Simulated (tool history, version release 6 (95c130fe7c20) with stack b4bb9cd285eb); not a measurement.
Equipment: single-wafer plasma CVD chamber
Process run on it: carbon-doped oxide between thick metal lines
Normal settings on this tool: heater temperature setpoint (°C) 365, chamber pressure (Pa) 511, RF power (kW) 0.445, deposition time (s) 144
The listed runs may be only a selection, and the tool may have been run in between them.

run	hour	heater temperature setpoint (°C)	chamber pressure (Pa)	RF power (kW)	deposition time (s)	read-back reference wafer on the same gauge, thickness_nm	mean film thickness on the monitor wafer (nm)
1	0.0	365	447	0.445	144	620.356	568.841
2	67.8	365	447	0.445	144	620.206	565.152
3	100.0	365	511	0.445	144	620.134	573.348
4	157.3	365	511	0.445	144	619.569	580.258
5	192.7	365	511	0.445	144	620.978	573.828
6	242.8	365	511	0.485	144	619.501	605.527
7	285.5	365	511	0.485	144	619.318	602.346
8	324.2	365	511	0.485	144	619.525	606.241
9	373.5	365	575	0.445	144	619.452	582.312
10	417.2	365	477	0.445	144	619.716	568.533
11	445.9	365	477	0.445	144	620.445	571.119
# hour 454.9: thermocouple changed; heater temperature recalibrated
12	479.6	365	511	0.445	126	620.433	498.922
13	542.4	365	511	0.445	126	618.924	500.446
14	606.9	365	511	0.445	132	621.839	520.998
# hour 627.1: capacitance manometer re-zeroed and calibrated
# hour 633.9: showerhead replaced, of another model than before
15	655.4	352	511	0.445	153	619.415	629.803
# hour 700.8: RF generator calibrated
16	708.5	365	511	0.445	144	618.489	590.524
17	775.5	365	511	0.445	144	620.375	590.941
18	973.3	365	511	0.445	144	618.920	595.139
# hour 985.3: gauge calibrated
19	1032.2	365	511	0.445	144	619.606	593.135
20	1089.2	365	577	0.360	144	621.110	554.715
21	1158.5	365	468	0.445	144	620.298	590.752
22	1210.7	365	511	0.385	144	620.026	562.815
23	1266.3	350	608	0.445	144	620.160	616.120
24	1292.3	365	511	0.445	144	618.679	589.919
25	1326.0	369	511	0.445	144	620.280	579.786
26	1365.9	365	615	0.490	144	619.418	615.763

Give the tool's hidden conditions for every run:
wafer temperature above the value expected at the setpoint (K): 0 at every run
true pressure above the setpoint (%): 0 at every run
gauge reads high (%): 0 at every run
H1: delivered RF power above the setpoint (%)
run	H1
1	-4.37
2	-4.65
3	-4.78
4	-5.01
5	-5.15
6	-5.36
7	-5.53
8	-5.69
9	-5.89
10	-6.06
11	-6.18
12	-6.32
13	-6.57
14	-6.83
15	-7.03
16	-0.326
17	-0.598
18	-1.4
19	-1.64
20	-1.87
21	-2.15
22	-2.36
23	-2.59
24	-2.69
25	-2.83
26	-2.99
